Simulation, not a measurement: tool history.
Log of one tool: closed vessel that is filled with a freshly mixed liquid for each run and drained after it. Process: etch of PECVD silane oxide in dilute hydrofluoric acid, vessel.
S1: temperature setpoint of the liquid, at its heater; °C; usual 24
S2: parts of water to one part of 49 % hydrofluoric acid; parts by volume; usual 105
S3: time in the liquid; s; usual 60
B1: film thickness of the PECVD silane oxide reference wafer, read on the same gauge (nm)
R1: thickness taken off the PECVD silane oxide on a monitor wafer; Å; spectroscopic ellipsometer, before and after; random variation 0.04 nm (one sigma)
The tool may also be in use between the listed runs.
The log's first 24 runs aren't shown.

| run | hour | S1 | S2 | S3 | B1 | R1 |
|---|---|---|---|---|---|---|
| 25 | 1293.3 | 24 | 105 | 60 | 60 | 124.9 |
| 26 | 1337 | 29 | 120 | 60 | 60.02 | 130.4 |
| 27 | 1382.4 | 22.5 | 135 | 85 | 59.99 | 126.1 |
| 28 | 1452 | 24 | 105 | 80 | 60.01 | 167 |
| 29 | 1523.7 | 24 | 105 | 60 | 59.96 | 125.7 |
| 30 | 1594.9 | 24 | 105 | 60 | 60.04 | 125.6 |
| 31 | 1623.6 | 21 | 120 | 90 | 60 | 144.5 |
| 32 | 1654.4 | 19.5 | 105 | 60 | 59.97 | 105 |

5 ways to go on from here, each from the tool as it stands after run 32. What would each give?
| A | 1655.1 | 24 | 105 | 95 | ? | ? |
| B | 1655.1 | 24 | 80 | 40 | ? | ? |
| C | 1655.1 | 24 | 80 | 60 | ? | ? |
| D | 1655.1 | 19 | 105 | 50 | ? | ? |
| E | 1655.1 | 27 | 85 | 60 | ? | ? |

| run | B1 | R1 |
|---|---|---|
| A | 60.04 | 199.8 |
| B | 60.04 | 113.9 |
| C | 60.04 | 170.8 |
| D | 60.04 | 85.9 |
| E | 60.04 | 179.9 |
Without the tool's hidden state the same runs would have given:
| run | R1 |
|---|---|
| A | 197.3 |
| B | 112.5 |
| C | 168.7 |
| D | 84.9 |
| E | 177.7 |
